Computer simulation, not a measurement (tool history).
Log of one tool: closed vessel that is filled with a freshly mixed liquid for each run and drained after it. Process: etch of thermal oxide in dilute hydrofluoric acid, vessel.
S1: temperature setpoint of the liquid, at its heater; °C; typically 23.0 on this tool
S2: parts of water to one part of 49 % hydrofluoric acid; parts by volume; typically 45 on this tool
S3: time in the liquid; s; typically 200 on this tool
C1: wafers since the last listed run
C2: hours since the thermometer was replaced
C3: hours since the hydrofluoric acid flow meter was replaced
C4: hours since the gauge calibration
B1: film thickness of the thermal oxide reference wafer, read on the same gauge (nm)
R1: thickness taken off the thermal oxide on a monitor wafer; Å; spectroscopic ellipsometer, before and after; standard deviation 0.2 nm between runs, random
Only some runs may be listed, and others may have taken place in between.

| run | hour | S1 | S2 | S3 | C1 | C2 | C3 | C4 | B1 | R1 |
|---|---|---|---|---|---|---|---|---|---|---|
| 1 | 0.0 | 23.0 | 45 | 200 | 0 | 1710.8 | 234.5 | 1041.0 | 130.00 | 214.9 |
| 2 | 49.2 | 23.0 | 45 | 200 | 5491 | 1760.0 | 283.7 | 1090.2 | 130.02 | 216.1 |
| 3 | 109.8 | 23.0 | 55 | 200 | 6764 | 1820.6 | 344.3 | 1150.8 | 130.00 | 172.7 |
| 4 | 166.5 | 23.0 | 55 | 200 | 6329 | 1877.3 | 401.0 | 1207.5 | 129.97 | 175.1 |
| 5 | 206.6 | 23.0 | 55 | 200 | 4476 | 1917.4 | 441.1 | 1247.6 | 129.98 | 173.4 |
| 6 | 243.2 | 23.0 | 45 | 200 | 4085 | 1954.0 | 477.7 | 1284.2 | 130.05 | 214.4 |
| 7 | 305.9 | 23.0 | 45 | 200 | 6998 | 2016.7 | 540.4 | 1346.9 | 130.01 | 216.5 |
| 8 | 335.3 | 23.0 | 45 | 200 | 3281 | 2046.1 | 569.8 | 1376.3 | 129.99 | 217.8 |
| 9 | 549.0 | 20.5 | 45 | 200 | 23854 | 2259.8 | 783.5 | 1590.0 | 130.00 | 196.7 |
|  | 560.1 | gauge calibrated |
|  | 572.4 | thermometer replaced |
| 10 | 607.3 | 20.5 | 45 | 200 | 6396 | 34.9 | 841.8 | 47.2 | 129.99 | 195.3 |
| 11 | 661.9 | 20.5 | 45 | 200 | 6094 | 89.5 | 896.4 | 101.8 | 129.99 | 194.3 |
| 12 | 701.0 | 19.0 | 45 | 200 | 4364 | 128.6 | 935.5 | 140.9 | 129.98 | 183.5 |
| 13 | 734.7 | 19.0 | 45 | 200 | 3761 | 162.3 | 969.2 | 174.6 | 129.97 | 182.6 |
|  | 766.3 | hydrofluoric acid flow meter replaced |
| 14 | 775.8 | 19.0 | 45 | 200 | 4476 | 203.4 | 9.5 | 215.7 | 129.99 | 183.8 |
| 15 | 833.4 | 26.5 | 45 | 200 | 6429 | 261.0 | 67.1 | 273.3 | 130.01 | 252.1 |
| 16 | 867.5 | 23.0 | 35 | 200 | 3806 | 295.1 | 101.2 | 307.4 | 130.01 | 282.1 |

Predict the results of run 17:
| 17 | 896.4 | 26.0 | 35 | 285 | 3225 | 324.0 | 130.1 | 336.3 | ? | ? |

B1: 129.98
R1: 456.2 Å
Were there no unlogged condition in the tool, this run, its random variation unchanged, would have produced R1 456.2 Å.

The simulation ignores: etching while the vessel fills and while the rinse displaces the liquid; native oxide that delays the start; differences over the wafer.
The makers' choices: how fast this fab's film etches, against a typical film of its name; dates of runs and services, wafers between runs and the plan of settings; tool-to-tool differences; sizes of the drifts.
